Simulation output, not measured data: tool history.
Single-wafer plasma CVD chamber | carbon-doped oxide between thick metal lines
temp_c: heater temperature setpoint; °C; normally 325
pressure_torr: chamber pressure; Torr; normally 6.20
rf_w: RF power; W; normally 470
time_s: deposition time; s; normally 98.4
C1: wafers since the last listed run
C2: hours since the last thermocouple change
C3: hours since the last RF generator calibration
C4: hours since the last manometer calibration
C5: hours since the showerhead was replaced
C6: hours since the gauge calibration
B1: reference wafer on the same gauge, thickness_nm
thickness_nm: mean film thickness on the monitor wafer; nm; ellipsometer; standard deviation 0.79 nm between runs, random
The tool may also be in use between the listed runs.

{"run": 1, "hour": 0.0, "temp_c": 325, "pressure_torr": 6.2, "rf_w": 470, "time_s": 98.4, "C1": 0, "C2": 1882.0, "C3": 2165.7, "C4": 1780.3, "C5": 3840.6, "C6": 404.1, "B1": 487.018, "thickness_nm": 494.879}
{"hour": 19.6, "done": "RF generator calibrated"}
{"run": 2, "hour": 20.1, "temp_c": 325, "pressure_torr": 6.2, "rf_w": 470, "time_s": 98.4, "C1": 126, "C2": 1902.1, "C3": 0.5, "C4": 1800.4, "C5": 3860.7, "C6": 424.2, "B1": 486.915, "thickness_nm": 524.245}
{"hour": 37.8, "done": "showerhead replaced"}
{"run": 3, "hour": 38.3, "temp_c": 325, "pressure_torr": 6.2, "rf_w": 520, "time_s": 98.4, "C1": 106, "C2": 1920.3, "C3": 18.7, "C4": 1818.6, "C5": 0.5, "C6": 442.4, "B1": 487.055, "thickness_nm": 557.697}
{"run": 4, "hour": 47.8, "temp_c": 325, "pressure_torr": 6.2, "rf_w": 520, "time_s": 98.4, "C1": 99, "C2": 1929.8, "C3": 28.2, "C4": 1828.1, "C5": 10.0, "C6": 451.9, "B1": 487.103, "thickness_nm": 557.663}
{"run": 5, "hour": 54.6, "temp_c": 325, "pressure_torr": 6.2, "rf_w": 470, "time_s": 98.4, "C1": 71, "C2": 1936.6, "C3": 35.0, "C4": 1834.9, "C5": 16.8, "C6": 458.7, "B1": 486.989, "thickness_nm": 524.713}
{"run": 6, "hour": 60.9, "temp_c": 325, "pressure_torr": 6.2, "rf_w": 470, "time_s": 98.4, "C1": 65, "C2": 1942.9, "C3": 41.3, "C4": 1841.2, "C5": 23.1, "C6": 465.0, "B1": 487.177, "thickness_nm": 523.936}
{"run": 7, "hour": 70.2, "temp_c": 325, "pressure_torr": 6.2, "rf_w": 470, "time_s": 98.4, "C1": 97, "C2": 1952.2, "C3": 50.6, "C4": 1850.5, "C5": 32.4, "C6": 474.3, "B1": 487.244, "thickness_nm": 525.556}
{"hour": 83.1, "done": "gauge calibrated"}
{"run": 8, "hour": 85.5, "temp_c": 312, "pressure_torr": 6.2, "rf_w": 470, "time_s": 91.6, "C1": 159, "C2": 1967.5, "C3": 65.9, "C4": 1865.8, "C5": 47.7, "C6": 2.4, "B1": 487.042, "thickness_nm": 510.497}
{"run": 9, "hour": 93.6, "temp_c": 325, "pressure_torr": 7.7, "rf_w": 520, "time_s": 90.1, "C1": 84, "C2": 1975.6, "C3": 74.0, "C4": 1873.9, "C5": 55.8, "C6": 10.5, "B1": 486.974, "thickness_nm": 519.687}
{"run": 10, "hour": 105.1, "temp_c": 325, "pressure_torr": 6.66, "rf_w": 445, "time_s": 81.4, "C1": 120, "C2": 1987.1, "C3": 85.5, "C4": 1885.4, "C5": 67.3, "C6": 22.0, "B1": 487.046, "thickness_nm": 423.364}
{"run": 11, "hour": 121.4, "temp_c": 321, "pressure_torr": 5.16, "rf_w": 445, "time_s": 83.7, "C1": 170, "C2": 2003.4, "C3": 101.8, "C4": 1901.7, "C5": 83.6, "C6": 38.3, "B1": 487.105, "thickness_nm": 426.294}
{"run": 12, "hour": 134.5, "temp_c": 325, "pressure_torr": 6.2, "rf_w": 470, "time_s": 98.4, "C1": 136, "C2": 2016.5, "C3": 114.9, "C4": 1914.8, "C5": 96.7, "C6": 51.4, "B1": 486.805, "thickness_nm": 525.775}
{"run": 13, "hour": 152.1, "temp_c": 325, "pressure_torr": 6.2, "rf_w": 470, "time_s": 98.4, "C1": 183, "C2": 2034.1, "C3": 132.5, "C4": 1932.4, "C5": 114.3, "C6": 69.0, "B1": 487.06, "thickness_nm": 526.937}
{"hour": 170.8, "done": "capacitance manometer re-zeroed and calibrated"}
{"run": 14, "hour": 171.3, "temp_c": 321, "pressure_torr": 5.16, "rf_w": 445, "time_s": 83.7, "C1": 117, "C2": 2053.3, "C3": 151.7, "C4": 0.5, "C5": 133.5, "C6": 88.2, "B1": 487.024, "thickness_nm": 425.887}
{"run": 15, "hour": 182.3, "temp_c": 325, "pressure_torr": 6.2, "rf_w": 470, "time_s": 98.4, "C1": 114, "C2": 2064.3, "C3": 162.7, "C4": 11.5, "C5": 144.5, "C6": 99.2, "B1": 486.976, "thickness_nm": 524.579}
{"run": 16, "hour": 199.8, "temp_c": 325, "pressure_torr": 6.2, "rf_w": 470, "time_s": 105.3, "C1": 182, "C2": 2081.8, "C3": 180.2, "C4": 29.0, "C5": 162.0, "C6": 116.7, "B1": 486.834, "thickness_nm": 561.282}
{"hour": 219.6, "done": "thermocouple changed; heater temperature recalibrated"}
{"run": 17, "hour": 220.1, "temp_c": 325, "pressure_torr": 5.61, "rf_w": 410, "time_s": 83.7, "C1": 128, "C2": 0.5, "C3": 200.5, "C4": 49.3, "C5": 182.3, "C6": 137.0, "B1": 487.072, "thickness_nm": 402.479}
{"run": 18, "hour": 222.6, "temp_c": 339, "pressure_torr": 6.2, "rf_w": 470, "time_s": 109.0, "C1": 26, "C2": 3.0, "C3": 203.0, "C4": 51.8, "C5": 184.8, "C6": 139.5, "B1": 486.811, "thickness_nm": 557.784}
{"run": 19, "hour": 230.5, "temp_c": 330, "pressure_torr": 6.2, "rf_w": 415, "time_s": 98.4, "C1": 82, "C2": 10.9, "C3": 210.9, "C4": 59.7, "C5": 192.7, "C6": 147.4, "B1": 486.897, "thickness_nm": 475.529}
{"run": 20, "hour": 244.5, "temp_c": 325, "pressure_torr": 6.2, "rf_w": 470, "time_s": 98.4, "C1": 146, "C2": 24.9, "C3": 224.9, "C4": 73.7, "C5": 206.7, "C6": 161.4, "B1": 486.862, "thickness_nm": 524.58}
{"run": 21, "hour": 291.1, "temp_c": 317, "pressure_torr": 6.2, "rf_w": 470, "time_s": 116.0, "C1": 487, "C2": 71.5, "C3": 271.5, "C4": 120.3, "C5": 253.3, "C6": 208.0, "B1": 487.016, "thickness_nm": 636.152}
{"run": 22, "hour": 299.0, "temp_c": 325, "pressure_torr": 7.2, "rf_w": 470, "time_s": 98.4, "C1": 82, "C2": 79.4, "C3": 279.4, "C4": 128.2, "C5": 261.2, "C6": 215.9, "B1": 486.863, "thickness_nm": 532.717}
{"run": 23, "hour": 315.5, "temp_c": 325, "pressure_torr": 6.2, "rf_w": 420, "time_s": 98.4, "C1": 172, "C2": 95.9, "C3": 295.9, "C4": 144.7, "C5": 277.7, "C6": 232.4, "B1": 486.74, "thickness_nm": 485.236}
{"run": 24, "hour": 333.0, "temp_c": 336, "pressure_torr": 4.7, "rf_w": 470, "time_s": 91.2, "C1": 182, "C2": 113.4, "C3": 313.4, "C4": 162.2, "C5": 295.2, "C6": 249.9, "B1": 486.987, "thickness_nm": 453.402}
{"run": 25, "hour": 340.2, "temp_c": 319, "pressure_torr": 6.85, "rf_w": 405, "time_s": 106.0, "C1": 75, "C2": 120.6, "C3": 320.6, "C4": 169.4, "C5": 302.4, "C6": 257.1, "B1": 486.937, "thickness_nm": 523.899}
{"run": 26, "hour": 347.7, "temp_c": 325, "pressure_torr": 6.2, "rf_w": 470, "time_s": 98.4, "C1": 78, "C2": 128.1, "C3": 328.1, "C4": 176.9, "C5": 309.9, "C6": 264.6, "B1": 486.902, "thickness_nm": 522.844}
{"run": 27, "hour": 358.0, "temp_c": 325, "pressure_torr": 6.2, "rf_w": 470, "time_s": 98.4, "C1": 107, "C2": 138.4, "C3": 338.4, "C4": 187.2, "C5": 320.2, "C6": 274.9, "B1": 486.978, "thickness_nm": 523.584}
{"run": 28, "hour": 373.4, "temp_c": 325, "pressure_torr": 6.2, "rf_w": 540, "time_s": 107.8, "C1": 160, "C2": 153.8, "C3": 353.8, "C4": 202.6, "C5": 335.6, "C6": 290.3, "B1": 486.739, "thickness_nm": 625.468}

Below, each run's measurement less what the same run would have read without the hidden state. Both values contain the same run-to-run variation, but the gauge's scatter may not be the same in both:
Hidden conditions of the tool in this case: wafer temperature above the value expected at the setpoint (K); delivered RF power above the setpoint (%); true pressure above the setpoint (%); gauge reads high (%).
run=1 thickness_nm=-34.103
run=2 thickness_nm=-3.210
run=3 thickness_nm=-3.343
run=4 thickness_nm=-3.347
run=5 thickness_nm=-3.221
run=6 thickness_nm=-3.219
run=7 thickness_nm=-3.234
run=8 thickness_nm=-3.153
run=9 thickness_nm=-3.148
run=10 thickness_nm=-3.055
run=11 thickness_nm=-3.094
run=12 thickness_nm=-3.304
run=13 thickness_nm=-3.340
run=14 thickness_nm=-3.167
run=15 thickness_nm=-3.383
run=16 thickness_nm=-3.660
run=17 thickness_nm=-3.092
run=18 thickness_nm=-3.697
run=19 thickness_nm=-3.683
run=20 thickness_nm=-3.537
run=21 thickness_nm=-4.471
run=22 thickness_nm=-3.772
run=23 thickness_nm=-4.055
run=24 thickness_nm=-3.323
run=25 thickness_nm=-4.493
run=26 thickness_nm=-3.892
run=27 thickness_nm=-3.942
run=28 thickness_nm=-4.687

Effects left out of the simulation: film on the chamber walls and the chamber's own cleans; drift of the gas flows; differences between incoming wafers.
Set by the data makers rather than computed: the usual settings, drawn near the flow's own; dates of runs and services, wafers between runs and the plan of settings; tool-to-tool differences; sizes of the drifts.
